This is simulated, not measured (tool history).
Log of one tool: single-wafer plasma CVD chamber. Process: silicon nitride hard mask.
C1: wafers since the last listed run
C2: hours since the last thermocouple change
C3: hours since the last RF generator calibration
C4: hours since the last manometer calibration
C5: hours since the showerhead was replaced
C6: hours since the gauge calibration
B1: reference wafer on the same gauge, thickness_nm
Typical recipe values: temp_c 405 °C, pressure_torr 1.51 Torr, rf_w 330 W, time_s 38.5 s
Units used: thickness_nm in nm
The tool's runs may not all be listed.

{"run": 1, "hour": 0.0, "temp_c": 405, "pressure_torr": 1.51, "rf_w": 330, "time_s": 38.5, "C1": 0, "C2": 1904.9, "C3": 1114.6, "C4": 541.0, "C5": 2552.4, "C6": 712.1, "B1": 56.401, "thickness_nm": 45.018}
{"run": 2, "hour": 148.9, "temp_c": 405, "pressure_torr": 1.51, "rf_w": 330, "time_s": 38.5, "C1": 3444, "C2": 2053.8, "C3": 1263.5, "C4": 689.9, "C5": 2701.3, "C6": 861.0, "B1": 56.382, "thickness_nm": 45.008}
{"run": 3, "hour": 201.3, "temp_c": 405, "pressure_torr": 1.51, "rf_w": 330, "time_s": 36.4, "C1": 1212, "C2": 2106.2, "C3": 1315.9, "C4": 742.3, "C5": 2753.7, "C6": 913.4, "B1": 56.455, "thickness_nm": 42.386}
{"run": 4, "hour": 251.5, "temp_c": 405, "pressure_torr": 1.51, "rf_w": 330, "time_s": 36.4, "C1": 1161, "C2": 2156.4, "C3": 1366.1, "C4": 792.5, "C5": 2803.9, "C6": 963.6, "B1": 56.416, "thickness_nm": 42.075}
{"run": 5, "hour": 282.1, "temp_c": 405, "pressure_torr": 1.51, "rf_w": 330, "time_s": 38.5, "C1": 707, "C2": 2187.0, "C3": 1396.7, "C4": 823.1, "C5": 2834.5, "C6": 994.2, "B1": 56.395, "thickness_nm": 44.562}
{"run": 6, "hour": 332.4, "temp_c": 405, "pressure_torr": 1.51, "rf_w": 330, "time_s": 38.5, "C1": 1163, "C2": 2237.3, "C3": 1447.0, "C4": 873.4, "C5": 2884.8, "C6": 1044.5, "B1": 56.395, "thickness_nm": 44.746}
{"run": 7, "hour": 384.2, "temp_c": 405, "pressure_torr": 1.51, "rf_w": 330, "time_s": 38.5, "C1": 1198, "C2": 2289.1, "C3": 1498.8, "C4": 925.2, "C5": 2936.6, "C6": 1096.3, "B1": 56.426, "thickness_nm": 44.354}
{"run": 8, "hour": 449.4, "temp_c": 405, "pressure_torr": 1.51, "rf_w": 330, "time_s": 38.5, "C1": 1508, "C2": 2354.3, "C3": 1564.0, "C4": 990.4, "C5": 3001.8, "C6": 1161.5, "B1": 56.414, "thickness_nm": 44.336}
{"run": 9, "hour": 484.2, "temp_c": 405, "pressure_torr": 1.51, "rf_w": 330, "time_s": 38.5, "C1": 805, "C2": 2389.1, "C3": 1598.8, "C4": 1025.2, "C5": 3036.6, "C6": 1196.3, "B1": 56.377, "thickness_nm": 44.455}
{"run": 10, "hour": 518.7, "temp_c": 405, "pressure_torr": 1.51, "rf_w": 330, "time_s": 38.5, "C1": 798, "C2": 2423.6, "C3": 1633.3, "C4": 1059.7, "C5": 3071.1, "C6": 1230.8, "B1": 56.468, "thickness_nm": 44.399}
{"hour": 555.7, "done": "capacitance manometer re-zeroed and calibrated"}
{"run": 11, "hour": 561.4, "temp_c": 405, "pressure_torr": 1.71, "rf_w": 330, "time_s": 38.5, "C1": 802, "C2": 2466.3, "C3": 1676.0, "C4": 5.7, "C5": 3113.8, "C6": 1273.5, "B1": 56.405, "thickness_nm": 47.415}
{"run": 12, "hour": 605.1, "temp_c": 405, "pressure_torr": 1.51, "rf_w": 330, "time_s": 38.5, "C1": 1010, "C2": 2510.0, "C3": 1719.7, "C4": 49.4, "C5": 3157.5, "C6": 1317.2, "B1": 56.358, "thickness_nm": 44.137}
{"run": 13, "hour": 670.9, "temp_c": 405, "pressure_torr": 1.51, "rf_w": 330, "time_s": 38.5, "C1": 1522, "C2": 2575.8, "C3": 1785.5, "C4": 115.2, "C5": 3223.3, "C6": 1383.0, "B1": 56.319, "thickness_nm": 44.21}
{"hour": 732.4, "done": "showerhead replaced"}
{"run": 14, "hour": 846.1, "temp_c": 405, "pressure_torr": 1.51, "rf_w": 365, "time_s": 38.5, "C1": 3868, "C2": 2751.0, "C3": 1960.7, "C4": 290.4, "C5": 113.7, "C6": 1558.2, "B1": 56.495, "thickness_nm": 48.769}
{"run": 15, "hour": 907.8, "temp_c": 410, "pressure_torr": 1.51, "rf_w": 330, "time_s": 38.5, "C1": 1427, "C2": 2812.7, "C3": 2022.4, "C4": 352.1, "C5": 175.4, "C6": 1619.9, "B1": 56.431, "thickness_nm": 44.1}
{"run": 16, "hour": 973.8, "temp_c": 405, "pressure_torr": 1.65, "rf_w": 330, "time_s": 34.9, "C1": 1526, "C2": 2878.7, "C3": 2088.4, "C4": 418.1, "C5": 241.4, "C6": 1685.9, "B1": 56.409, "thickness_nm": 41.563}
{"hour": 997.1, "done": "gauge calibrated"}
{"run": 17, "hour": 1003.0, "temp_c": 412, "pressure_torr": 1.72, "rf_w": 345, "time_s": 41.1, "C1": 675, "C2": 2907.9, "C3": 2117.6, "C4": 447.3, "C5": 270.6, "C6": 5.9, "B1": 56.372, "thickness_nm": 52.073}
{"hour": 1020.4, "done": "RF generator calibrated"}
{"hour": 1023.3, "done": "thermocouple changed; heater temperature recalibrated"}
{"run": 18, "hour": 1032.9, "temp_c": 405, "pressure_torr": 1.51, "rf_w": 330, "time_s": 38.5, "C1": 439, "C2": 9.6, "C3": 12.5, "C4": 477.2, "C5": 300.5, "C6": 35.8, "B1": 56.39, "thickness_nm": 48.526}
{"run": 19, "hour": 1074.3, "temp_c": 405, "pressure_torr": 1.29, "rf_w": 355, "time_s": 38.5, "C1": 957, "C2": 51.0, "C3": 53.9, "C4": 518.6, "C5": 341.9, "C6": 77.2, "B1": 56.435, "thickness_nm": 47.347}
{"run": 20, "hour": 1116.3, "temp_c": 405, "pressure_torr": 1.51, "rf_w": 330, "time_s": 44.1, "C1": 971, "C2": 93.0, "C3": 95.9, "C4": 560.6, "C5": 383.9, "C6": 119.2, "B1": 56.472, "thickness_nm": 54.965}
{"run": 21, "hour": 1149.3, "temp_c": 405, "pressure_torr": 1.51, "rf_w": 330, "time_s": 38.5, "C1": 763, "C2": 126.0, "C3": 128.9, "C4": 593.6, "C5": 416.9, "C6": 152.2, "B1": 56.392, "thickness_nm": 48.036}
{"run": 22, "hour": 1192.9, "temp_c": 414, "pressure_torr": 1.21, "rf_w": 275, "time_s": 38.5, "C1": 1008, "C2": 169.6, "C3": 172.5, "C4": 637.2, "C5": 460.5, "C6": 195.8, "B1": 56.407, "thickness_nm": 34.008}
{"run": 23, "hour": 1217.1, "temp_c": 420, "pressure_torr": 1.51, "rf_w": 330, "time_s": 41.0, "C1": 559, "C2": 193.8, "C3": 196.7, "C4": 661.4, "C5": 484.7, "C6": 220.0, "B1": 56.353, "thickness_nm": 50.586}
{"run": 24, "hour": 1282.0, "temp_c": 405, "pressure_torr": 1.14, "rf_w": 330, "time_s": 43.9, "C1": 1501, "C2": 258.7, "C3": 261.6, "C4": 726.3, "C5": 549.6, "C6": 284.9, "B1": 56.365, "thickness_nm": 45.543}
{"run": 25, "hour": 1345.3, "temp_c": 405, "pressure_torr": 1.51, "rf_w": 330, "time_s": 36.4, "C1": 1464, "C2": 322.0, "C3": 324.9, "C4": 789.6, "C5": 612.9, "C6": 348.2, "B1": 56.399, "thickness_nm": 44.564}
{"run": 26, "hour": 1378.6, "temp_c": 390, "pressure_torr": 1.39, "rf_w": 380, "time_s": 38.5, "C1": 770, "C2": 355.3, "C3": 358.2, "C4": 822.9, "C5": 646.2, "C6": 381.5, "B1": 56.386, "thickness_nm": 51.804}
{"run": 27, "hour": 1433.6, "temp_c": 415, "pressure_torr": 1.62, "rf_w": 385, "time_s": 44.7, "C1": 1272, "C2": 410.3, "C3": 413.2, "C4": 877.9, "C5": 701.2, "C6": 436.5, "B1": 56.43, "thickness_nm": 64.696}
{"run": 28, "hour": 1497.1, "temp_c": 394, "pressure_torr": 1.51, "rf_w": 315, "time_s": 34.5, "C1": 1469, "C2": 473.8, "C3": 476.7, "C4": 941.4, "C5": 764.7, "C6": 500.0, "B1": 56.411, "thickness_nm": 39.955}
{"run": 29, "hour": 1553.7, "temp_c": 405, "pressure_torr": 1.51, "rf_w": 330, "time_s": 38.5, "C1": 1309, "C2": 530.4, "C3": 533.3, "C4": 998.0, "C5": 821.3, "C6": 556.6, "B1": 56.408, "thickness_nm": 47.015}

Forecast each of these 4 alternatives for the next run:
{"run": "A", "hour": 1554.1, "temp_c": 405, "pressure_torr": 1.51, "rf_w": 330, "time_s": 38.5, "C1": 9, "C2": 530.8, "C3": 533.7, "C4": 998.4, "C5": 821.7, "C6": 557.0, "B1": "?", "thickness_nm": "?"}
{"run": "B", "hour": 1554.1, "temp_c": 405, "pressure_torr": 1.25, "rf_w": 330, "time_s": 38.5, "C1": 9, "C2": 530.8, "C3": 533.7, "C4": 998.4, "C5": 821.7, "C6": 557.0, "B1": "?", "thickness_nm": "?"}
{"run": "C", "hour": 1554.1, "temp_c": 415, "pressure_torr": 1.17, "rf_w": 300, "time_s": 42.7, "C1": 9, "C2": 530.8, "C3": 533.7, "C4": 998.4, "C5": 821.7, "C6": 557.0, "B1": "?", "thickness_nm": "?"}
{"run": "D", "hour": 1554.1, "temp_c": 405, "pressure_torr": 1.51, "rf_w": 330, "time_s": 35.4, "C1": 9, "C2": 530.8, "C3": 533.7, "C4": 998.4, "C5": 821.7, "C6": 557.0, "B1": "?", "thickness_nm": "?"}

run=A B1=56.395 thickness_nm=46.770
run=B B1=56.395 thickness_nm=42.046
run=C B1=56.395 thickness_nm=40.127
run=D B1=56.395 thickness_nm=43.012
The same runs, with their run-to-run variation unchanged, on a tool lacking any hidden condition would have given:
run=A thickness_nm=48.915
run=B thickness_nm=43.974
run=C thickness_nm=42.055
run=D thickness_nm=44.985
